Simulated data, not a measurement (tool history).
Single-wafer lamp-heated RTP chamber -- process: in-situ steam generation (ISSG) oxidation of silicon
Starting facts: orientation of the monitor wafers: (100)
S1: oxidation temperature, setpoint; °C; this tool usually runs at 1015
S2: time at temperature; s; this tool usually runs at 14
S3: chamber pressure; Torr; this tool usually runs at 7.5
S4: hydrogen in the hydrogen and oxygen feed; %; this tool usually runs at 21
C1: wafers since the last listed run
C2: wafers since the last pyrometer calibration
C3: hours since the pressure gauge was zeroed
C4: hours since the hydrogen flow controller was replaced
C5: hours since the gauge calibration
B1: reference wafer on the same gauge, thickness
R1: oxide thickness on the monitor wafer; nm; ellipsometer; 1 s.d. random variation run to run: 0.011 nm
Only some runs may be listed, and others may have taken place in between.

run,day,S1,S2,S3,S4,C1,C2,C3,C4,C5,B1,R1
1,0.000,1030,14,8.0,21,0,2384,3439.2,3896.6,89.8,4.033,5.361
2,0.958,1015,14,7.5,21,179,2564,3462.2,3919.6,112.8,4.027,5.004
3,1.925,1015,14,7.5,21,181,2745,3485.4,3942.8,136.0,4.026,5.026
4,3.175,1015,14,7.5,21,234,2980,3515.4,3972.8,166.0,4.028,5.017
5,3.983,1015,14,7.5,21,151,3131,3534.8,3992.2,185.4,4.033,5.017
6,5.258,1015,14,7.5,21,239,3371,3565.4,4022.8,216.0,4.029,5.046
7,5.892,1015,14,7.5,21,118,3489,3580.6,4038.0,231.2,4.033,5.048
8,7.138,1015,14,7.5,15,233,3723,3610.5,4067.9,261.1,4.037,4.623
9,8.175,1015,14,7.5,21,194,3918,3635.4,4092.8,286.0,4.030,5.054
10,8.925,1015,14,7.5,21,140,4058,3653.4,4110.8,304.0,4.035,5.038
11,10.042,1015,12,7.5,21,209,4268,3680.2,4137.6,330.8,4.032,4.709
# day 11.558: pyrometer window cleaned and pyrometer calibrated
12,11.579,1015,14,6.9,21,225,4,3717.1,4174.5,367.7,4.027,4.883
13,12.250,1015,14,6.9,21,125,130,3733.2,4190.6,383.8,4.033,4.900
14,12.954,1015,14,7.5,21,132,262,3750.1,4207.5,400.7,4.031,4.931
# day 14.212: hydrogen flow controller replaced
15,14.321,1015,14,7.5,13,193,456,3782.9,2.6,433.5,4.029,4.411
# day 15.446: pressure gauge zeroed
16,15.467,1015,14,7.5,30,152,608,0.5,30.1,461.0,4.028,5.434
# day 15.896: gauge calibrated
17,16.512,1015,18,7.5,15,196,804,25.6,55.2,14.8,4.031,5.137
18,17.317,1015,14,7.5,29,150,955,44.9,74.5,34.1,4.029,5.389
19,20.742,1015,10,7.5,21,642,1598,127.1,156.7,116.3,4.028,4.265
20,21.721,1015,11,7.5,21,183,1781,150.6,180.2,139.8,4.028,4.454
21,26.029,1006,19,6.9,21,808,2589,254.0,283.6,243.2,4.027,5.528
22,27.054,1015,19,8.1,21,192,2782,278.6,308.2,267.8,4.033,5.785
23,29.646,1015,14,7.5,21,486,3268,340.8,370.4,330.0,4.030,5.015
24,30.400,1015,14,7.5,21,141,3409,358.9,388.5,348.1,4.029,5.033
25,30.996,1034,12,7.5,21,111,3521,373.2,402.8,362.4,4.026,5.098
26,31.617,1015,12,7.5,21,116,3638,388.1,417.7,377.3,4.031,4.686
27,33.071,1015,14,7.5,21,272,3910,423.0,452.6,412.2,4.032,5.014
# day 33.862: pyrometer window cleaned and pyrometer calibrated
28,33.946,998,14,6.9,17,101,15,444.0,473.6,433.2,4.028,4.330
29,35.412,1015,14,7.5,21,275,290,479.2,508.8,468.4,4.034,4.918
30,36.638,1028,19,8.3,13,229,520,508.6,538.2,497.8,4.028,5.409
# day 37.317: gauge calibrated
31,37.979,1015,14,7.5,21,251,772,540.8,570.4,15.9,4.031,4.938
32,39.150,1015,14,7.5,21,219,991,568.9,598.5,44.0,4.031,4.935

What if the next run were any one of these 3? Each begins from the tool's condition after run 32:
A,39.167,1015,14,7.5,21,3,994,569.3,598.9,44.4,?,?
B,39.167,1015,14,7.5,27,3,994,569.3,598.9,44.4,?,?
C,39.167,1001,14,7.5,21,3,994,569.3,598.9,44.4,?,?

run,B1,R1
A,4.027,4.943
B,4.027,5.284
C,4.027,4.681
With no hidden state in the tool, these same runs would have given:
run,R1
A,4.915
B,5.253
C,4.657
